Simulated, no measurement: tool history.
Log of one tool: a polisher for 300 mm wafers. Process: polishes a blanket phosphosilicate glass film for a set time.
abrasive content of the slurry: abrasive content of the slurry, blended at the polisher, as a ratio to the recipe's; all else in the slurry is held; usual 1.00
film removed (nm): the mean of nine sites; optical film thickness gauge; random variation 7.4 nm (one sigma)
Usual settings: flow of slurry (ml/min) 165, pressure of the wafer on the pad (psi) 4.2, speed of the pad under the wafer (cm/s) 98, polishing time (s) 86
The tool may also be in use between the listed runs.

run    hour  flow of slurry (ml/min)  pressure of the wafer on the pad (psi)  speed of the pad under the wafer (cm/s)  abrasive content of the slurry  polishing time (s)  wafers since the last listed run  wafers polished on this pad  hours since the slurry nozzle was cleaned  hours since the head pressure was calibrated  hours since the slurry blender was calibrated  hours since the conditioning disc was replaced  incoming thickness of the incoming film, nm  film removed (nm)
  1     0.0                      165                                     4.2                                       98                            1.00                  86                                 0                          765                                      303.8                                         278.5                                          177.0                                            33.4                                       4335.8              803.0
  2    50.7                      125                                     4.2                                      116                            1.00                  86                               324                         1089                                      354.5                                         329.2                                          227.7                                            84.1                                       4325.5              873.3
  3    89.7                      135                                     4.2                                       98                            1.10                  86                               249                         1339                                      393.5                                         368.2                                          266.7                                           123.1                                       4362.9              792.0
  4   133.6                      165                                     5.1                                      124                            0.75                  76                               280                         1620                                      437.4                                         412.1                                          310.6                                           167.0                                       4458.5              858.9
  5   181.1                      120                                     4.2                                       72                            1.20                  62                               303                         1924                                      484.9                                         459.6                                          358.1                                           214.5                                       4410.7              450.7
  6   208.7                      140                                     5.4                                       98                            1.00                 116                               176                         2100                                      512.5                                         487.2                                          385.7                                           242.1                                       4382.7             1180.4
  7   245.6                      165                                     4.2                                       98                            1.00                  98                               236                         2336                                      549.4                                         524.1                                          422.6                                           279.0                                       4380.8              875.2
      272.4  -- head pressure recalibrated
  8   298.4                      195                                     3.3                                       68                            1.00                  70                               325                         2662                                      602.2                                          26.0                                          475.4                                           331.8                                       4409.6              415.5
      310.1  -- slurry blender recalibrated
  9   363.4                      165                                     4.2                                      132                            1.00                 104                               403                         3065                                      667.2                                          91.0                                           53.3                                           396.8                                       4415.5             1139.9
 10   395.5                      165                                     4.2                                       98                            1.00                  86                               205                         3270                                      699.3                                         123.1                                           85.4                                           428.9                                       4440.9              743.3
      409.6  -- worn pad replaced by a new one
 11   458.5                      165                                     4.2                                       98                            1.00                  86                               377                          313                                      762.3                                         186.1                                          148.4                                           491.9                                       4455.0              770.7
      470.0  -- conditioning disc replaced and pad reconditioned
      487.0  -- slurry nozzle cleaned
 12   507.4                      165                                     4.2                                       98                            1.00                 111                               293                          606                                       20.4                                         235.0                                          197.3                                            37.4                                       4391.4             1028.7
 13   531.9                      165                                     5.4                                      118                            1.00                  86                               156                          763                                       44.9                                         259.5                                          221.8                                            61.9                                       4400.2             1092.5
 14   557.4                      165                                     4.2                                       98                            1.00                  86                               163                          926                                       70.4                                         285.0                                          247.3                                            87.4                                       4485.4              816.1
 15   627.2                      165                                     2.8                                       98                            1.00                  86                               446                         1373                                      140.2                                         354.8                                          317.1                                           157.2                                       4439.0              637.5
 16   680.3                      165                                     3.7                                       98                            1.25                  86                               339                         1713                                      193.3                                         407.9                                          370.2                                           210.3                                       4343.4              779.8
      725.8  -- head pressure recalibrated
      743.2  -- slurry blender recalibrated
 17   751.9                      165                                     4.2                                       98                            0.70                  86                               432                         2145                                      264.9                                          26.1                                            8.7                                           281.9                                       4360.6              691.3
 18   816.7                      165                                     4.2                                       98                            1.00                  86                               414                         2560                                      329.7                                          90.9                                           73.5                                           346.7                                       4399.7              776.8
 19   874.3                      190                                     5.2                                      126                            1.00                  86                               368                         2929                                      387.3                                         148.5                                          131.1                                           404.3                                       4358.2             1037.2
      913.7  -- worn pad replaced by a new one
     1028.5  -- conditioning disc replaced and pad reconditioned
 20  1090.3                      165                                     4.2                                       98                            1.10                  95                              1343                         1117                                      603.3                                         364.5                                          347.1                                            61.8                                       4397.7              914.5
 21  1141.7                      165                                     4.2                                       98                            1.25                  86                               328                         1446                                      654.7                                         415.9                                          398.5                                           113.2                                       4479.3              838.7
     1148.0  -- slurry nozzle cleaned
     1189.1  -- slurry blender recalibrated
 22  1207.8                      165                                     4.8                                      120                            1.00                  95                               403                         1849                                       59.8                                         482.0                                           18.7                                           179.3                                       4336.0             1095.8
 23  1240.5                      165                                     4.2                                       98                            1.00                  86                               209                         2059                                       92.5                                         514.7                                           51.4                                           212.0                                       4368.1              777.2
     1256.2  -- head pressure recalibrated
 24  1309.8                      125                                     4.8                                       84                            0.80                  86                               430                         2489                                      161.8                                          53.6                                          120.7                                           281.3                                       4385.4              658.1
 25  1357.6                      165                                     4.2                                       98                            1.00                  86                               305                         2795                                      209.6                                         101.4                                          168.5                                           329.1                                       4338.1              776.6
 26  1401.3                      165                                     4.2                                       98                            1.20                  86                               279                         3075                                      253.3                                         145.1                                          212.2                                           372.8                                       4368.5              810.0

How the hidden state differs across the entries between the runs, from the last listed run before each to the first after it:
Between runs 7 and 8: head pressure recalibrated (hour 272.4)
  removal rate lost through wear of the pad, %: 3.79 -> 4.29; time polished since the conditioner stopped cutting, s: 31.1 -> 41.1
  measured less the result without the state, film removed (nm): -56.8 -> -27.4
Between runs 8 and 9: slurry blender recalibrated (hour 310.1)
  removal rate lost through wear of the pad, %: 4.29 -> 4.9; time polished since the conditioner stopped cutting, s: 41.1 -> 55.7
  measured less the result without the state, film removed (nm): -27.4 -> -127.0
Between runs 10 and 11: worn pad replaced by a new one (hour 409.6)
  removal rate lost through wear of the pad, %: 5.2 -> 0.494; time polished since the conditioner stopped cutting, s: 63.9 -> 81.8
  measured less the result without the state, film removed (nm): -79.5 -> -52.5
Between runs 11 and 12: conditioning disc replaced and pad reconditioned (hour 470.0); slurry nozzle cleaned (hour 487.0)
  removal rate lost through wear of the pad, %: 0.494 -> 0.953; time polished since the conditioner stopped cutting, s: 81.8 -> 1.79
  measured less the result without the state, film removed (nm): -52.5 -> -11.4
Between runs 16 and 17: head pressure recalibrated (hour 725.8); slurry blender recalibrated (hour 743.2)
  removal rate lost through wear of the pad, %: 2.58 -> 3.25; time polished since the conditioner stopped cutting, s: 15 -> 25.9
  measured less the result without the state, film removed (nm): -29.5 -> -37.8
Between runs 19 and 20: worn pad replaced by a new one (hour 913.7); conditioning disc replaced and pad reconditioned (hour 1028.5)
  removal rate lost through wear of the pad, %: 4.4 -> 2.04; time polished since the conditioner stopped cutting, s: 51.8 -> 1.5
  measured less the result without the state, film removed (nm): -110.2 -> -20.1
Between runs 21 and 22: slurry nozzle cleaned (hour 1148.0); slurry blender recalibrated (hour 1189.1)
  removal rate lost through wear of the pad, %: 2.52 -> 3.14; time polished since the conditioner stopped cutting, s: 4.28 -> 10.2
  measured less the result without the state, film removed (nm): -24.6 -> -47.6
Between runs 23 and 24: head pressure recalibrated (hour 1256.2)
  removal rate lost through wear of the pad, %: 3.45 -> 4.1; time polished since the conditioner stopped cutting, s: 14.2 -> 24.7
  measured less the result without the state, film removed (nm): -36.8 -> -40.7
